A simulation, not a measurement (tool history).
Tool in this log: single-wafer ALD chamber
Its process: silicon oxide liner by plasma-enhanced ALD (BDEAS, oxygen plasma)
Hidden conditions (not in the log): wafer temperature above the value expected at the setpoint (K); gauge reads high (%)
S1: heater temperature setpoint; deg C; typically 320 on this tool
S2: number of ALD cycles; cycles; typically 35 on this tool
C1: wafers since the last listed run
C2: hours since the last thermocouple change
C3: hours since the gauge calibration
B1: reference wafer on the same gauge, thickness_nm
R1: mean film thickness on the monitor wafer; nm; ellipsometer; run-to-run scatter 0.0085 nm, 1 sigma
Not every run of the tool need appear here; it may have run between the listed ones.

Run 1, day 0.000: usual settings; C1 0; C2 1696.9; C3 319.1; B1 3.021. Result: R1 3.414 nm.
Run 2, day 0.712: usual settings; C1 164; C2 1714.0; C3 336.2; B1 3.022. Result: R1 3.437 nm.
At day 1.525: gauge calibrated.
Run 3, day 1.738: usual settings; C1 236; C2 1738.6; C3 5.1; B1 2.979. Result: R1 3.387 nm.
Run 4, day 2.988: usual settings but S2 32 cycles; C1 288; C2 1768.6; C3 35.1; B1 2.988. Result: R1 3.100 nm.
Run 5, day 4.254: usual settings but S1 316 deg C; C1 292; C2 1799.0; C3 65.5; B1 2.997. Result: R1 3.431 nm.
Run 6, day 4.867: usual settings but S1 316 deg C; C1 141; C2 1813.7; C3 80.2; B1 2.999. Result: R1 3.421 nm.
Run 7, day 5.733: usual settings but S1 316 deg C; C1 200; C2 1834.5; C3 101.0; B1 3.005. Result: R1 3.440 nm.
Run 8, day 7.142: usual settings but S1 325 deg C; C1 325; C2 1868.3; C3 134.8; B1 3.008. Result: R1 3.379 nm.
Run 9, day 8.192: usual settings; C1 242; C2 1893.5; C3 160.0; B1 3.013. Result: R1 3.427 nm.
Run 10, day 9.383: usual settings; C1 275; C2 1922.1; C3 188.6; B1 3.015. Result: R1 3.417 nm.
Run 11, day 10.725: usual settings; C1 309; C2 1954.3; C3 220.8; B1 3.016. Result: R1 3.417 nm.
At day 11.133: thermocouple changed; heater temperature recalibrated.
Run 12, day 11.338: usual settings but S1 326 deg C, S2 31 cycles; C1 64; C2 4.9; C3 235.5; B1 3.018. Result: R1 3.008 nm.
Run 13, day 12.204: usual settings; C1 200; C2 25.7; C3 256.3; B1 3.020. Result: R1 3.429 nm.
Run 14, day 13.004: usual settings but S2 39 cycles; C1 184; C2 44.9; C3 275.5; B1 3.018. Result: R1 3.834 nm.
Run 15, day 14.033: usual settings; C1 237; C2 69.6; C3 300.2; B1 3.019. Result: R1 3.434 nm.
Run 16, day 14.925: usual settings but S1 311 deg C, S2 40 cycles; C1 205; C2 91.0; C3 321.6; B1 3.021. Result: R1 3.993 nm.
Run 17, day 16.329: usual settings; C1 324; C2 124.7; C3 355.3; B1 3.025. Result: R1 3.427 nm.
At day 16.438: gauge calibrated.
Run 18, day 16.871: usual settings but S1 324 deg C, S2 29 cycles; C1 125; C2 137.7; C3 10.4; B1 2.988. Result: R1 2.796 nm.
Run 19, day 17.792: usual settings but S1 313 deg C, S2 29 cycles; C1 212; C2 159.8; C3 32.5; B1 2.993. Result: R1 2.857 nm.
Run 20, day 19.271: usual settings but S1 330 deg C, S2 29 cycles; C1 341; C2 195.3; C3 68.0; B1 3.005. Result: R1 2.786 nm.
Run 21, day 20.079: usual settings but S1 325 deg C, S2 28 cycles; C1 186; C2 214.7; C3 87.4; B1 3.009. Result: R1 2.715 nm.
Run 22, day 21.554: usual settings but S1 326 deg C; C1 340; C2 250.1; C3 122.8; B1 3.014. Result: R1 3.388 nm.

State the hidden condition of the tool at each of the runs:
wafer temperature above the value expected at the setpoint (K): 0, the same for each run
H1: gauge reads high (%)
run       H1
  1     1.39
  2     1.41
  3  -0.0143
  4     0.31
  5    0.568
  6    0.673
  7    0.801
  8     0.97
  9     1.07
 10     1.16
 11     1.24
 12     1.27
 13     1.31
 14     1.34
 15     1.37
 16      1.4
 17     1.42
 18    0.275
 19    0.511
 20    0.813
 21    0.946
 22     1.14

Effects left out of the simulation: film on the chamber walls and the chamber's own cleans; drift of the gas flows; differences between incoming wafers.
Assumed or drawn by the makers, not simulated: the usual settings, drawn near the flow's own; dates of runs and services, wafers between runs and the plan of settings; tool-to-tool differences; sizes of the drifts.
